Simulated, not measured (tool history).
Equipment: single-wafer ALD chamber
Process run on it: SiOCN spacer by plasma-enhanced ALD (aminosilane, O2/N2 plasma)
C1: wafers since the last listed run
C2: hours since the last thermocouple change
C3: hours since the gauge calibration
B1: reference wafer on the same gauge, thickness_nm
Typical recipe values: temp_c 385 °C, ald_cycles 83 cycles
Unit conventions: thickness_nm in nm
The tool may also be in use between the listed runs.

{"run": 1, "day": 0.0, "temp_c": 385, "ald_cycles": 83, "C1": 0, "C2": 571.8, "C3": 147.5, "B1": 6.003, "thickness_nm": 5.101}
{"run": 2, "day": 0.696, "temp_c": 385, "ald_cycles": 83, "C1": 63, "C2": 588.5, "C3": 164.2, "B1": 5.999, "thickness_nm": 5.136}
{"run": 3, "day": 5.117, "temp_c": 385, "ald_cycles": 71, "C1": 401, "C2": 694.6, "C3": 270.3, "B1": 5.986, "thickness_nm": 4.36}
{"run": 4, "day": 9.358, "temp_c": 385, "ald_cycles": 83, "C1": 385, "C2": 796.4, "C3": 372.1, "B1": 5.974, "thickness_nm": 5.119}
{"run": 5, "day": 10.321, "temp_c": 385, "ald_cycles": 83, "C1": 87, "C2": 819.5, "C3": 395.2, "B1": 5.969, "thickness_nm": 5.079}
{"run": 6, "day": 11.533, "temp_c": 385, "ald_cycles": 83, "C1": 110, "C2": 848.6, "C3": 424.3, "B1": 5.967, "thickness_nm": 5.091}
{"run": 7, "day": 12.379, "temp_c": 385, "ald_cycles": 83, "C1": 76, "C2": 868.9, "C3": 444.6, "B1": 5.961, "thickness_nm": 5.081}
{"run": 8, "day": 13.692, "temp_c": 385, "ald_cycles": 83, "C1": 119, "C2": 900.4, "C3": 476.1, "B1": 5.957, "thickness_nm": 5.073}
{"run": 9, "day": 14.846, "temp_c": 385, "ald_cycles": 83, "C1": 104, "C2": 928.1, "C3": 503.8, "B1": 5.952, "thickness_nm": 5.079}
{"run": 10, "day": 17.621, "temp_c": 385, "ald_cycles": 83, "C1": 252, "C2": 994.7, "C3": 570.4, "B1": 5.932, "thickness_nm": 5.081}
{"day": 18.242, "done": "thermocouple changed; heater temperature recalibrated"}
{"run": 11, "day": 18.912, "temp_c": 385, "ald_cycles": 83, "C1": 87, "C2": 16.1, "C3": 601.4, "B1": 5.927, "thickness_nm": 5.056}
{"run": 12, "day": 19.533, "temp_c": 385, "ald_cycles": 94, "C1": 56, "C2": 31, "C3": 616.3, "B1": 5.919, "thickness_nm": 5.71}
{"run": 13, "day": 20.542, "temp_c": 385, "ald_cycles": 83, "C1": 91, "C2": 55.2, "C3": 640.5, "B1": 5.914, "thickness_nm": 5.054}
{"run": 14, "day": 21.817, "temp_c": 385, "ald_cycles": 83, "C1": 115, "C2": 85.8, "C3": 671.1, "B1": 5.905, "thickness_nm": 5.037}
{"run": 15, "day": 22.55, "temp_c": 385, "ald_cycles": 83, "C1": 66, "C2": 103.4, "C3": 688.7, "B1": 5.896, "thickness_nm": 5.014}
{"run": 16, "day": 23.542, "temp_c": 376, "ald_cycles": 97, "C1": 90, "C2": 127.2, "C3": 712.5, "B1": 5.892, "thickness_nm": 5.869}
{"run": 17, "day": 24.608, "temp_c": 400, "ald_cycles": 92, "C1": 96, "C2": 152.8, "C3": 738.1, "B1": 5.883, "thickness_nm": 5.586}
{"run": 18, "day": 25.796, "temp_c": 397, "ald_cycles": 83, "C1": 107, "C2": 181.3, "C3": 766.6, "B1": 5.874, "thickness_nm": 5.035}
{"run": 19, "day": 27.238, "temp_c": 391, "ald_cycles": 99, "C1": 131, "C2": 215.9, "C3": 801.2, "B1": 5.861, "thickness_nm": 5.958}
{"run": 20, "day": 27.896, "temp_c": 400, "ald_cycles": 90, "C1": 59, "C2": 231.7, "C3": 817, "B1": 5.855, "thickness_nm": 5.404}
{"run": 21, "day": 28.988, "temp_c": 385, "ald_cycles": 83, "C1": 99, "C2": 257.9, "C3": 843.2, "B1": 5.847, "thickness_nm": 4.976}
{"day": 29.483, "done": "gauge calibrated"}
{"run": 22, "day": 30.379, "temp_c": 377, "ald_cycles": 99, "C1": 126, "C2": 291.3, "C3": 21.5, "B1": 6.006, "thickness_nm": 6.107}
{"run": 23, "day": 31.333, "temp_c": 372, "ald_cycles": 92, "C1": 86, "C2": 314.2, "C3": 44.4, "B1": 6.004, "thickness_nm": 5.67}
{"run": 24, "day": 31.896, "temp_c": 376, "ald_cycles": 88, "C1": 51, "C2": 327.7, "C3": 57.9, "B1": 6.003, "thickness_nm": 5.396}
{"run": 25, "day": 33.288, "temp_c": 391, "ald_cycles": 83, "C1": 126, "C2": 361.1, "C3": 91.3, "B1": 6.003, "thickness_nm": 5.141}
{"run": 26, "day": 34.704, "temp_c": 397, "ald_cycles": 76, "C1": 128, "C2": 395.1, "C3": 125.3, "B1": 6.005, "thickness_nm": 4.682}
{"run": 27, "day": 35.683, "temp_c": 393, "ald_cycles": 73, "C1": 89, "C2": 418.6, "C3": 148.8, "B1": 5.999, "thickness_nm": 4.511}
{"run": 28, "day": 36.942, "temp_c": 390, "ald_cycles": 94, "C1": 114, "C2": 448.8, "C3": 179, "B1": 6.001, "thickness_nm": 5.836}
{"run": 29, "day": 38.338, "temp_c": 385, "ald_cycles": 83, "C1": 126, "C2": 482.3, "C3": 212.5, "B1": 5.996, "thickness_nm": 5.121}
{"run": 30, "day": 38.871, "temp_c": 385, "ald_cycles": 83, "C1": 48, "C2": 495.1, "C3": 225.3, "B1": 5.999, "thickness_nm": 5.085}
{"run": 31, "day": 40.217, "temp_c": 393, "ald_cycles": 73, "C1": 122, "C2": 527.4, "C3": 257.6, "B1": 5.991, "thickness_nm": 4.491}

Entry by entry between the runs, the difference in hidden state between the last listed run before and the first listed run after:
After run 10, before run 11: thermocouple changed; heater temperature recalibrated (day 18.242)
  gauge reads high (%): -1.11 -> -1.25
  measured less the result without the state, thickness_nm: -0.057 -> -0.063 nm
After run 21, before run 22: gauge calibrated (day 29.483)
  gauge reads high (%): -2.55 -> 0.12
  measured less the result without the state, thickness_nm: -0.13 -> +0.007 nm
